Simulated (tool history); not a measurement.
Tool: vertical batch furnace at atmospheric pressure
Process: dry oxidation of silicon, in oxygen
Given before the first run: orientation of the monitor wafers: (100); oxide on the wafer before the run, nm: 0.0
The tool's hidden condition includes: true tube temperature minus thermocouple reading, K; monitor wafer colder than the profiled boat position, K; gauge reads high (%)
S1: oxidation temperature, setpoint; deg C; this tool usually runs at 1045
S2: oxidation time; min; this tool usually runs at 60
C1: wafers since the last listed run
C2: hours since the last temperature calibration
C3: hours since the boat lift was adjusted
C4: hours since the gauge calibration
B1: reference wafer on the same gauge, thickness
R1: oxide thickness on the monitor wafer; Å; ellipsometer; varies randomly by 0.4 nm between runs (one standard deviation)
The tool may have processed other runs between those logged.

{"run": 1, "day": 0.0, "S1": 1045, "S2": 60, "C1": 0, "C2": 867.6, "C3": 1277.5, "C4": 75.6, "B1": 85.43, "R1": 768.8}
{"run": 2, "day": 3.154, "S1": 1045, "S2": 60, "C1": 732, "C2": 943.3, "C3": 1353.2, "C4": 151.3, "B1": 85.52, "R1": 767.1}
{"run": 3, "day": 5.375, "S1": 1045, "S2": 60, "C1": 515, "C2": 996.6, "C3": 1406.5, "C4": 204.6, "B1": 85.42, "R1": 771.1}
{"run": 4, "day": 7.454, "S1": 1045, "S2": 60, "C1": 483, "C2": 1046.5, "C3": 1456.4, "C4": 254.5, "B1": 85.55, "R1": 769.6}
{"run": 5, "day": 9.575, "S1": 1040, "S2": 60, "C1": 492, "C2": 1097.4, "C3": 1507.3, "C4": 305.4, "B1": 85.53, "R1": 748}
{"run": 6, "day": 13.079, "S1": 1040, "S2": 60, "C1": 814, "C2": 1181.5, "C3": 1591.4, "C4": 389.5, "B1": 85.4, "R1": 743.5}
{"run": 7, "day": 14.692, "S1": 1038, "S2": 68, "C1": 374, "C2": 1220.2, "C3": 1630.1, "C4": 428.2, "B1": 85.52, "R1": 789.6}
{"run": 8, "day": 18.238, "S1": 1038, "S2": 68, "C1": 823, "C2": 1305.3, "C3": 1715.2, "C4": 513.3, "B1": 85.5, "R1": 787.3}
{"run": 9, "day": 20.454, "S1": 1055, "S2": 60, "C1": 515, "C2": 1358.5, "C3": 1768.4, "C4": 566.5, "B1": 85.51, "R1": 846}
{"day": 24.579, "done": "thermocouples replaced and temperature profile calibrated"}
{"run": 10, "day": 24.825, "S1": 1055, "S2": 60, "C1": 783, "C2": 5.9, "C3": 1873.3, "C4": 671.4, "B1": 85.58, "R1": 844.7}
{"run": 11, "day": 26.508, "S1": 1045, "S2": 60, "C1": 391, "C2": 46.3, "C3": 1913.7, "C4": 711.8, "B1": 85.41, "R1": 774}
{"run": 12, "day": 28.158, "S1": 1045, "S2": 60, "C1": 383, "C2": 85.9, "C3": 1953.3, "C4": 751.4, "B1": 85.45, "R1": 772}
{"run": 13, "day": 33.796, "S1": 1028, "S2": 73, "C1": 1309, "C2": 221.2, "C3": 2088.6, "C4": 886.7, "B1": 85.44, "R1": 760.2}
{"run": 14, "day": 36.05, "S1": 1028, "S2": 88.5, "C1": 523, "C2": 275.3, "C3": 2142.7, "C4": 940.8, "B1": 85.43, "R1": 858.6}
{"day": 39.433, "done": "boat lift adjusted"}
{"run": 15, "day": 39.454, "S1": 1045, "S2": 60, "C1": 558, "C2": 357, "C3": 0.5, "C4": 1022.5, "B1": 85.38, "R1": 772.4}
{"day": 39.542, "done": "gauge calibrated"}
{"run": 16, "day": 41.667, "S1": 1064, "S2": 60, "C1": 514, "C2": 410.1, "C3": 53.6, "C4": 51, "B1": 85.51, "R1": 905.3}
{"run": 17, "day": 43.692, "S1": 1034, "S2": 38.5, "C1": 470, "C2": 458.7, "C3": 102.2, "C4": 99.6, "B1": 85.57, "R1": 533.6}
{"run": 18, "day": 46.971, "S1": 1045, "S2": 60, "C1": 761, "C2": 537.4, "C3": 180.9, "C4": 178.3, "B1": 85.63, "R1": 779.6}
{"run": 19, "day": 48.746, "S1": 1045, "S2": 60, "C1": 412, "C2": 580, "C3": 223.5, "C4": 220.9, "B1": 85.57, "R1": 773}
{"run": 20, "day": 51.383, "S1": 1066, "S2": 60, "C1": 612, "C2": 643.3, "C3": 286.8, "C4": 284.2, "B1": 85.51, "R1": 918.4}
{"run": 21, "day": 63.458, "S1": 1034, "S2": 73.5, "C1": 2805, "C2": 933.1, "C3": 576.6, "C4": 574, "B1": 85.44, "R1": 801.9}
{"run": 22, "day": 66.308, "S1": 1069, "S2": 33.5, "C1": 662, "C2": 1001.5, "C3": 645, "C4": 642.4, "B1": 85.53, "R1": 654.3}

Branching from run 22: 4 alternative next runs. What would each branch give?
{"run": "A", "day": 66.533, "S1": 1059, "S2": 60, "C1": 52, "C2": 1006.9, "C3": 650.4, "C4": 647.8, "B1": "?", "R1": "?"}
{"run": "B", "day": 66.533, "S1": 1045, "S2": 38, "C1": 52, "C2": 1006.9, "C3": 650.4, "C4": 647.8, "B1": "?", "R1": "?"}
{"run": "C", "day": 66.533, "S1": 1027, "S2": 82, "C1": 52, "C2": 1006.9, "C3": 650.4, "C4": 647.8, "B1": "?", "R1": "?"}
{"run": "D", "day": 66.533, "S1": 1069, "S2": 46.5, "C1": 52, "C2": 1006.9, "C3": 650.4, "C4": 647.8, "B1": "?", "R1": "?"}

run=A B1=85.44 R1=870.3
run=B B1=85.44 R1=580.8
run=C B1=85.44 R1=812.4
run=D B1=85.44 R1=802.4
Take away the tool's hidden state, keep each run's random variation, and the runs would have read:
run=A R1=870.3
run=B R1=580.8
run=C R1=812.4
run=D R1=802.4

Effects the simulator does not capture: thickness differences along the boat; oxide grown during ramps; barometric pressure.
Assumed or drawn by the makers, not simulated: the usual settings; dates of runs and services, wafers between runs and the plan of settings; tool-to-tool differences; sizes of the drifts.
